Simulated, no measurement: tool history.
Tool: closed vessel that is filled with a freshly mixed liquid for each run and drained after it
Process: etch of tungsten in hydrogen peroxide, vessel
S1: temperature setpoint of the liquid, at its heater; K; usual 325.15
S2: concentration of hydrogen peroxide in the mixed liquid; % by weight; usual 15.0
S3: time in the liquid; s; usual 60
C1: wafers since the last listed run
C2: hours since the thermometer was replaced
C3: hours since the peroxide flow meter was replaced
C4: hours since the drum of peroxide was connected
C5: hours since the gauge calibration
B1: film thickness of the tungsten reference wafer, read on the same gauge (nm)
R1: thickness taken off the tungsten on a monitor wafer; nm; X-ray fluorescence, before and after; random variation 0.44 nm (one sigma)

run,hour,S1,S2,S3,C1,C2,C3,C4,C5,B1,R1
1,0.0,318.65,15.0,60,0,515.7,319.2,1140.8,275.8,79.99,68.59
2,74.8,318.65,15.0,60,7094,590.5,394.0,1215.6,350.6,80.00,69.44
3,110.1,318.65,15.0,60,3348,625.8,429.3,1250.9,385.9,79.99,69.08
4,136.3,325.15,15.0,60,2485,652.0,455.5,1277.1,412.1,79.97,103.98
# hour 142.9: thermometer replaced
5,160.8,325.15,15.0,60,2228,17.9,480.0,1301.6,436.6,80.01,111.37
# hour 172.7: peroxide flow meter replaced
# hour 185.5: new drum of peroxide connected
6,186.0,325.15,15.0,60,2200,43.1,13.3,0.5,461.8,80.02,110.88
7,213.5,325.15,15.0,60,2608,70.6,40.8,28.0,489.3,80.00,112.03
8,231.3,318.65,12.5,60,1688,88.4,58.6,45.8,507.1,79.98,69.12
# hour 256.3: thermometer replaced, repeated, since the last time left the tool worse
9,256.8,318.65,12.5,60,2323,0.5,84.1,71.3,532.6,80.03,59.97
10,283.5,325.15,19.0,40,2532,27.2,110.8,98.0,559.3,79.98,72.80
11,304.2,325.15,15.0,90,1963,47.9,131.5,118.7,580.0,79.98,147.79
12,328.3,321.15,13.5,90,2285,72.0,155.6,142.8,604.1,80.04,109.49
# hour 337.0: gauge calibrated
13,344.9,325.15,19.5,30,1574,88.6,172.2,159.4,7.9,80.00,55.99
14,358.3,330.65,19.5,85,1270,102.0,185.6,172.8,21.3,79.96,220.49
15,389.2,325.15,15.0,60,2930,132.9,216.5,203.7,52.2,80.00,99.91
16,412.4,325.15,15.0,60,2200,156.1,239.7,226.9,75.4,79.98,98.66
17,445.7,325.15,15.0,60,3158,189.4,273.0,260.2,108.7,80.03,99.25
18,469.2,334.65,13.5,45,2228,212.9,296.5,283.7,132.2,79.99,122.84

Forecast each of these 5 alternatives for the next run:
A,469.9,325.15,15.0,60,66,213.6,297.2,284.4,132.9,?,?
B,469.9,325.15,19.0,60,66,213.6,297.2,284.4,132.9,?,?
C,469.9,315.65,15.0,85,66,213.6,297.2,284.4,132.9,?,?
D,469.9,334.65,15.0,60,66,213.6,297.2,284.4,132.9,?,?
E,469.9,328.65,18.5,30,66,213.6,297.2,284.4,132.9,?,?

run,B1,R1
A,80.00,100.14
B,80.00,112.70
C,80.00,78.79
D,80.00,174.39
E,80.00,68.47
Without the tool's hidden state the same runs would have given:
run,R1
A,95.83
B,107.85
C,75.19
D,167.30
E,65.58

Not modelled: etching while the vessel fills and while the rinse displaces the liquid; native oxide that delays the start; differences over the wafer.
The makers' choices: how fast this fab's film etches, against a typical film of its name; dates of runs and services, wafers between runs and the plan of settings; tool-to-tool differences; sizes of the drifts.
